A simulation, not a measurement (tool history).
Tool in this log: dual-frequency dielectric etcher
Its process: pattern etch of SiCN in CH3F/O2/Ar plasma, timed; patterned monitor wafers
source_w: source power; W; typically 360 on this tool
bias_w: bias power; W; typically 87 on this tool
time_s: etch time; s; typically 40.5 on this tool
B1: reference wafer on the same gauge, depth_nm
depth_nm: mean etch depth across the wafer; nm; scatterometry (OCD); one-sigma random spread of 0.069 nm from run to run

{"run": 1, "day": 0.0, "source_w": 360, "bias_w": 87, "time_s": 40.5, "B1": 13, "depth_nm": 15.06}
{"run": 2, "day": 1.604, "source_w": 360, "bias_w": 98, "time_s": 40.5, "B1": 13.01, "depth_nm": 15.42}
{"day": 3.204, "done": "wet clean of the chamber"}
{"run": 3, "day": 4.096, "source_w": 360, "bias_w": 98, "time_s": 40.5, "B1": 13.01, "depth_nm": 15.39}
{"run": 4, "day": 7.108, "source_w": 360, "bias_w": 98, "time_s": 40.5, "B1": 12.99, "depth_nm": 15.48}
{"run": 5, "day": 9.667, "source_w": 430, "bias_w": 87, "time_s": 40.5, "B1": 13, "depth_nm": 15.68}
{"run": 6, "day": 11.912, "source_w": 430, "bias_w": 87, "time_s": 40.5, "B1": 13, "depth_nm": 15.78}
{"run": 7, "day": 15.688, "source_w": 360, "bias_w": 87, "time_s": 40.5, "B1": 12.99, "depth_nm": 14.78}
{"run": 8, "day": 18.996, "source_w": 360, "bias_w": 87, "time_s": 40.5, "B1": 13, "depth_nm": 15.01}
{"run": 9, "day": 20.721, "source_w": 360, "bias_w": 87, "time_s": 40.5, "B1": 13.01, "depth_nm": 15.01}
{"run": 10, "day": 23.538, "source_w": 360, "bias_w": 87, "time_s": 45.5, "B1": 12.99, "depth_nm": 16.8}
{"day": 26.004, "done": "wet clean of the chamber"}
{"run": 11, "day": 26.388, "source_w": 360, "bias_w": 87, "time_s": 45.5, "B1": 12.99, "depth_nm": 16.85}
{"day": 27.033, "done": "bias power generator calibrated"}
{"run": 12, "day": 28.821, "source_w": 360, "bias_w": 87, "time_s": 45.5, "B1": 13.04, "depth_nm": 16.83}
{"day": 30.429, "done": "gauge calibrated"}
{"day": 32.129, "done": "upper electrode replaced"}
{"run": 13, "day": 32.542, "source_w": 360, "bias_w": 87, "time_s": 40.5, "B1": 13.03, "depth_nm": 14.89}
{"day": 33.633, "done": "source power generator calibrated"}
{"run": 14, "day": 35.692, "source_w": 360, "bias_w": 87, "time_s": 40.5, "B1": 12.99, "depth_nm": 14.84}
{"run": 15, "day": 39.521, "source_w": 360, "bias_w": 87, "time_s": 33, "B1": 13, "depth_nm": 12.09}
{"run": 16, "day": 43.304, "source_w": 360, "bias_w": 87, "time_s": 40.5, "B1": 13.01, "depth_nm": 15.01}
{"day": 45.079, "done": "wet clean of the chamber"}
{"run": 17, "day": 46.025, "source_w": 320, "bias_w": 67, "time_s": 40.5, "B1": 13, "depth_nm": 13.53}
{"run": 18, "day": 50.329, "source_w": 360, "bias_w": 87, "time_s": 40.5, "B1": 13, "depth_nm": 14.96}
{"run": 19, "day": 54.229, "source_w": 380, "bias_w": 79, "time_s": 29, "B1": 12.97, "depth_nm": 10.61}
{"run": 20, "day": 56.388, "source_w": 310, "bias_w": 87, "time_s": 40.5, "B1": 12.98, "depth_nm": 14.3}
{"run": 21, "day": 60.004, "source_w": 390, "bias_w": 100, "time_s": 46, "B1": 12.99, "depth_nm": 18.12}
{"day": 63.938, "done": "wet clean of the chamber"}
{"run": 22, "day": 63.958, "source_w": 270, "bias_w": 72, "time_s": 40.5, "B1": 12.96, "depth_nm": 13.03}
{"run": 23, "day": 67.658, "source_w": 340, "bias_w": 99, "time_s": 40.5, "B1": 13.02, "depth_nm": 15.24}
{"run": 24, "day": 71.533, "source_w": 360, "bias_w": 87, "time_s": 33.5, "B1": 12.98, "depth_nm": 12.3}
{"run": 25, "day": 75.625, "source_w": 430, "bias_w": 68, "time_s": 44, "B1": 13.02, "depth_nm": 15.99}
{"run": 26, "day": 79.962, "source_w": 360, "bias_w": 99, "time_s": 40.5, "B1": 13.04, "depth_nm": 15.57}
{"day": 83.717, "done": "wet clean of the chamber"}
{"run": 27, "day": 83.908, "source_w": 280, "bias_w": 87, "time_s": 51, "B1": 13.01, "depth_nm": 17.49}
{"run": 28, "day": 87.138, "source_w": 310, "bias_w": 67, "time_s": 35.5, "B1": 13.01, "depth_nm": 11.72}
{"run": 29, "day": 89.117, "source_w": 360, "bias_w": 87, "time_s": 40.5, "B1": 13.01, "depth_nm": 14.95}
{"run": 30, "day": 90.946, "source_w": 390, "bias_w": 101, "time_s": 52, "B1": 13.02, "depth_nm": 20.57}
{"run": 31, "day": 94.55, "source_w": 400, "bias_w": 108, "time_s": 50.5, "B1": 13.01, "depth_nm": 20.53}

Predict each of these 3 candidate next runs independently; none follows another, all start after run 31:
{"run": "A", "day": 94.567, "source_w": 360, "bias_w": 87, "time_s": 40.5, "B1": "?", "depth_nm": "?"}
{"run": "B", "day": 94.567, "source_w": 300, "bias_w": 79, "time_s": 49, "B1": "?", "depth_nm": "?"}
{"run": "C", "day": 94.567, "source_w": 390, "bias_w": 77, "time_s": 34.5, "B1": "?", "depth_nm": "?"}

run=A B1=12.98 depth_nm=14.86
run=B B1=12.98 depth_nm=16.59
run=C B1=12.98 depth_nm=12.54
Without the tool's hidden state the same runs would have given:
run=A depth_nm=14.86
run=B depth_nm=16.59
run=C depth_nm=12.54
